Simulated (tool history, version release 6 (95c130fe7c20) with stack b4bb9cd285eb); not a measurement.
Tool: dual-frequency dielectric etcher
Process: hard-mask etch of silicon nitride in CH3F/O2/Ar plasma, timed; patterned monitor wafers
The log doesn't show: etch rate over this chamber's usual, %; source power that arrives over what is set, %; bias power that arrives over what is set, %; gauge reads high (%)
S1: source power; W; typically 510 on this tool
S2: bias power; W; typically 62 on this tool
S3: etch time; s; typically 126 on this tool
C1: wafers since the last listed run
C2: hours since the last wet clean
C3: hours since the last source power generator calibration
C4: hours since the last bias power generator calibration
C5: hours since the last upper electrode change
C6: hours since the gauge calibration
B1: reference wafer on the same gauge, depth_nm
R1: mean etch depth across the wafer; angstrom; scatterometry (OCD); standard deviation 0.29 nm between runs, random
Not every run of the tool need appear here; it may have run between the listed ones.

run    hour   S1  S2     S3    C1     C2      C3      C4      C5      C6    B1    R1
  1       0  510  62    146     0  337.8  1433.3  2956.9  3289.8    1238    91  1095
  2      60  510  62    126   587  397.8  1493.3  3016.9  3349.8    1298    91   943
  3   117.6  510  62    126   563  455.4  1550.9  3074.5  3407.4  1355.6    91   947
  4   160.8  510  62  142.5   422  498.6  1594.1  3117.7  3450.6  1398.8  91.1  1063
  5   204.8  510  62  142.5   430  542.6  1638.1  3161.7  3494.6  1442.8    91  1068
  6   243.9  580  62    126   382  581.7  1677.2  3200.8  3533.7  1481.9    91  1012
      273.6  -- wet clean of the chamber
  7   317.1  580  62    126   481   43.5  1750.4    3274  3606.9  1555.1  91.1  1007
  8   360.1  510  68     97   420   86.5  1793.4    3317  3649.9  1598.1    91   751
      399.6  -- source power generator calibrated
  9   409.4  510  62    126   443  135.8     9.8  3366.3  3699.2  1647.4  90.9   945
 10   498.7  510  62    126   873  225.1    99.1  3455.6  3788.5  1736.7    91   944
 11   604.9  510  62    126  1039  331.3   205.3  3561.8  3894.7  1842.9  90.9   945
 12   664.5  510  62    126   583  390.9   264.9  3621.4  3954.3  1902.5  91.1   949
 13   730.2  430  76    126   642  456.6   330.6  3687.1    4020  1968.2    91   921
      769.5  -- wet clean of the chamber
 14   800.7  510  62    126   455   31.2   401.1  3757.6  4090.5  2038.7    91   947
 15   864.4  560  62  152.5   623   94.9   464.8  3821.3  4154.2  2102.4    91  1201
 16   965.2  540  62  148.5   986  195.7   565.6  3922.1    4255  2203.2    91  1154
     1055.1  -- upper electrode replaced
 17  1055.6  510  62   95.5   649  286.1     656  4012.5     0.5  2293.6  90.9   716
     1106.1  -- gauge calibrated
 18  1156.9  510  56  146.5   991  387.4   757.3  4113.8   101.8    50.8    91  1067
 19  1270.5  510  62    126  1111    501   870.9  4227.4   215.4   164.4  91.1   942
     1344.4  -- wet clean of the chamber
 20  1344.9  600  67    109   493    0.5   945.3  4301.8   289.8   238.8  90.9   910
 21  1408.2  620  53   90.5   619   63.8  1008.6  4365.1   353.1   302.1    91   718
     1433.3  -- bias power generator calibrated
 22  1461.6  570  52    126   483  117.2    1062    28.3   406.5   355.5    91   945
 23  1744.7  390  62    126  2770  400.3  1345.1   311.4   689.6   638.6  90.9   802
 24  1845.3  510  62    126   984  500.9  1445.7     412   790.2   739.2    91   933
     1960.2  -- source power generator calibrated
     1965.1  -- wet clean of the chamber
 25  1975.5  630  62   97.5  1186   10.4    15.3   542.2   920.4   869.4  90.9   807
       2053  -- bias power generator calibrated, repeated, since the last time left the tool worse
 26  2066.8  510  62    126   854  101.7   106.6    13.8  1011.7   960.7    91   957
 27  2103.3  510  62    126   357  138.2   143.1    50.3  1048.2   997.2  90.9   954
 28  2158.6  440  77   94.5   541  193.5   198.4   105.6  1103.5  1052.5  91.1   710
 29  2259.9  510  62  136.5   991  294.8   299.7   206.9  1204.8  1153.8    91  1033
 30  2367.5  460  51    143  1052  402.4   407.3   314.5  1312.4  1261.4  91.1   964

Branching from run 30: 3 alternative next runs. What would each branch give?
  A  2368  510  62  126   4  402.9  407.8  315  1312.9  1261.9   ?   ?
  B  2368  590  73  126   4  402.9  407.8  315  1312.9  1261.9   ?   ?
  C  2368  410  62  126   4  402.9  407.8  315  1312.9  1261.9   ?   ?

run  B1    R1
  A  91   953
  B  91  1082
  C  91   845
Stripped of hidden state, with their random variation kept, the same runs would have yielded:
run    R1
  A   954
  B  1083
  C   846

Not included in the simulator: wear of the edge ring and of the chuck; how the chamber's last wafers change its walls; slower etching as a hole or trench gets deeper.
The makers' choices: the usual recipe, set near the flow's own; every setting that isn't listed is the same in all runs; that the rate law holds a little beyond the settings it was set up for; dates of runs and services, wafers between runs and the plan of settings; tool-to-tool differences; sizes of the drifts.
